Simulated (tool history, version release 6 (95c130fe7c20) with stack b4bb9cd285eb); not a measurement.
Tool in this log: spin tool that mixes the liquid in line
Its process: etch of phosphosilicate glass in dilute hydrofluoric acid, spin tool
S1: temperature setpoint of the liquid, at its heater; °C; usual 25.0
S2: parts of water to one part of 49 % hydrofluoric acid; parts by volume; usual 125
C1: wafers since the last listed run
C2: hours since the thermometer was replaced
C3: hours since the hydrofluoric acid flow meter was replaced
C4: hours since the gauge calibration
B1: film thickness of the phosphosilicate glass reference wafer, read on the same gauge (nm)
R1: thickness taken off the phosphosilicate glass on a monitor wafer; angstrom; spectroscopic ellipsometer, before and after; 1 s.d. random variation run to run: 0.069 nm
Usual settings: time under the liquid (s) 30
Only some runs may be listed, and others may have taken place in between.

{"run": 1, "day": 0.0, "S1": 22.0, "S2": 125, "time under the liquid (s)": 30, "C1": 0, "C2": 636.8, "C3": 1032.6, "C4": 59.0, "B1": 90.0, "R1": 128.0}
{"run": 2, "day": 1.212, "S1": 28.0, "S2": 125, "time under the liquid (s)": 30, "C1": 474, "C2": 665.9, "C3": 1061.7, "C4": 88.1, "B1": 89.99, "R1": 161.1}
{"run": 3, "day": 2.117, "S1": 25.0, "S2": 165, "time under the liquid (s)": 30, "C1": 353, "C2": 687.6, "C3": 1083.4, "C4": 109.8, "B1": 90.0, "R1": 104.7}
{"run": 4, "day": 2.775, "S1": 25.0, "S2": 165, "time under the liquid (s)": 30, "C1": 257, "C2": 703.4, "C3": 1099.2, "C4": 125.6, "B1": 89.95, "R1": 103.9}
{"run": 5, "day": 4.179, "S1": 25.0, "S2": 85, "time under the liquid (s)": 30, "C1": 548, "C2": 737.1, "C3": 1132.9, "C4": 159.3, "B1": 90.03, "R1": 220.9}
{"run": 6, "day": 4.896, "S1": 21.0, "S2": 125, "time under the liquid (s)": 30, "C1": 280, "C2": 754.3, "C3": 1150.1, "C4": 176.5, "B1": 89.99, "R1": 123.3}
{"run": 7, "day": 5.604, "S1": 21.0, "S2": 125, "time under the liquid (s)": 30, "C1": 276, "C2": 771.3, "C3": 1167.1, "C4": 193.5, "B1": 89.98, "R1": 123.6}
{"run": 8, "day": 6.308, "S1": 25.0, "S2": 125, "time under the liquid (s)": 30, "C1": 275, "C2": 788.2, "C3": 1184.0, "C4": 210.4, "B1": 90.0, "R1": 144.6}
{"run": 9, "day": 7.571, "S1": 25.0, "S2": 125, "time under the liquid (s)": 30, "C1": 493, "C2": 818.5, "C3": 1214.3, "C4": 240.7, "B1": 90.02, "R1": 144.0}
{"run": 10, "day": 8.867, "S1": 25.0, "S2": 125, "time under the liquid (s)": 30, "C1": 506, "C2": 849.6, "C3": 1245.4, "C4": 271.8, "B1": 90.0, "R1": 144.3}
{"run": 11, "day": 10.238, "S1": 25.0, "S2": 125, "time under the liquid (s)": 30, "C1": 535, "C2": 882.5, "C3": 1278.3, "C4": 304.7, "B1": 90.01, "R1": 144.5}
{"run": 12, "day": 11.004, "S1": 25.0, "S2": 125, "time under the liquid (s)": 30, "C1": 299, "C2": 900.9, "C3": 1296.7, "C4": 323.1, "B1": 90.0, "R1": 144.1}
{"run": 13, "day": 11.596, "S1": 25.0, "S2": 125, "time under the liquid (s)": 30, "C1": 231, "C2": 915.1, "C3": 1310.9, "C4": 337.3, "B1": 90.02, "R1": 144.3}
{"day": 12.029, "done": "hydrofluoric acid flow meter replaced"}
{"run": 14, "day": 12.729, "S1": 28.0, "S2": 125, "time under the liquid (s)": 30, "C1": 426, "C2": 942.3, "C3": 16.8, "C4": 364.5, "B1": 90.0, "R1": 161.7}
{"run": 15, "day": 13.233, "S1": 28.5, "S2": 105, "time under the liquid (s)": 20, "C1": 197, "C2": 954.4, "C3": 28.9, "C4": 376.6, "B1": 90.01, "R1": 133.3}
{"day": 13.983, "done": "thermometer replaced"}
{"run": 16, "day": 14.217, "S1": 25.0, "S2": 125, "time under the liquid (s)": 30, "C1": 368, "C2": 5.6, "C3": 52.5, "C4": 400.2, "B1": 90.0, "R1": 143.5}
{"run": 17, "day": 14.846, "S1": 28.0, "S2": 125, "time under the liquid (s)": 30, "C1": 245, "C2": 20.7, "C3": 67.6, "C4": 415.3, "B1": 90.01, "R1": 161.8}
{"run": 18, "day": 15.721, "S1": 22.0, "S2": 165, "time under the liquid (s)": 40, "C1": 342, "C2": 41.7, "C3": 88.6, "C4": 436.3, "B1": 89.99, "R1": 124.6}
{"run": 19, "day": 16.975, "S1": 25.0, "S2": 75, "time under the liquid (s)": 30, "C1": 490, "C2": 71.8, "C3": 118.7, "C4": 466.4, "B1": 89.99, "R1": 255.4}
{"day": 17.975, "done": "gauge calibrated"}
{"run": 20, "day": 18.129, "S1": 26.5, "S2": 125, "time under the liquid (s)": 40, "C1": 451, "C2": 99.5, "C3": 146.4, "C4": 3.7, "B1": 90.0, "R1": 204.9}
{"run": 21, "day": 18.792, "S1": 28.0, "S2": 150, "time under the liquid (s)": 50, "C1": 259, "C2": 115.4, "C3": 162.3, "C4": 19.6, "B1": 90.02, "R1": 218.5}
{"run": 22, "day": 19.842, "S1": 30.0, "S2": 170, "time under the liquid (s)": 15, "C1": 410, "C2": 140.6, "C3": 187.5, "C4": 44.8, "B1": 90.01, "R1": 60.4}
{"run": 23, "day": 20.5, "S1": 21.0, "S2": 75, "time under the liquid (s)": 40, "C1": 257, "C2": 156.4, "C3": 203.3, "C4": 60.6, "B1": 89.98, "R1": 289.9}
{"run": 24, "day": 21.617, "S1": 27.5, "S2": 125, "time under the liquid (s)": 20, "C1": 436, "C2": 183.2, "C3": 230.1, "C4": 87.4, "B1": 89.98, "R1": 105.3}
{"run": 25, "day": 22.775, "S1": 25.0, "S2": 125, "time under the liquid (s)": 20, "C1": 452, "C2": 211.0, "C3": 257.9, "C4": 115.2, "B1": 89.98, "R1": 95.9}
{"run": 26, "day": 23.912, "S1": 28.0, "S2": 100, "time under the liquid (s)": 35, "C1": 444, "C2": 238.3, "C3": 285.2, "C4": 142.5, "B1": 89.99, "R1": 244.8}
{"run": 27, "day": 25.058, "S1": 22.5, "S2": 125, "time under the liquid (s)": 15, "C1": 447, "C2": 265.8, "C3": 312.7, "C4": 170.0, "B1": 89.99, "R1": 65.5}
{"run": 28, "day": 26.217, "S1": 25.0, "S2": 125, "time under the liquid (s)": 30, "C1": 452, "C2": 293.6, "C3": 340.5, "C4": 197.8, "B1": 89.97, "R1": 144.1}
{"run": 29, "day": 26.808, "S1": 25.0, "S2": 125, "time under the liquid (s)": 30, "C1": 231, "C2": 307.8, "C3": 354.7, "C4": 212.0, "B1": 90.0, "R1": 143.5}
{"run": 30, "day": 28.233, "S1": 25.0, "S2": 125, "time under the liquid (s)": 30, "C1": 557, "C2": 342.0, "C3": 388.9, "C4": 246.2, "B1": 90.02, "R1": 145.1}
{"run": 31, "day": 29.733, "S1": 23.0, "S2": 70, "time under the liquid (s)": 20, "C1": 586, "C2": 378.0, "C3": 424.9, "C4": 282.2, "B1": 90.01, "R1": 171.0}
{"run": 32, "day": 30.688, "S1": 27.5, "S2": 100, "time under the liquid (s)": 45, "C1": 373, "C2": 400.9, "C3": 447.8, "C4": 305.1, "B1": 90.01, "R1": 306.2}
{"run": 33, "day": 31.35, "S1": 22.5, "S2": 125, "time under the liquid (s)": 30, "C1": 259, "C2": 416.8, "C3": 463.7, "C4": 321.0, "B1": 89.95, "R1": 130.0}

Exercise: give the hidden state of the tool at every run:
liquid hotter than its thermometer reads (K): 0 in every run
hydrofluoric acid flow above the setpoint (%): 0 in every run
gauge reads high (%): 0 in every run

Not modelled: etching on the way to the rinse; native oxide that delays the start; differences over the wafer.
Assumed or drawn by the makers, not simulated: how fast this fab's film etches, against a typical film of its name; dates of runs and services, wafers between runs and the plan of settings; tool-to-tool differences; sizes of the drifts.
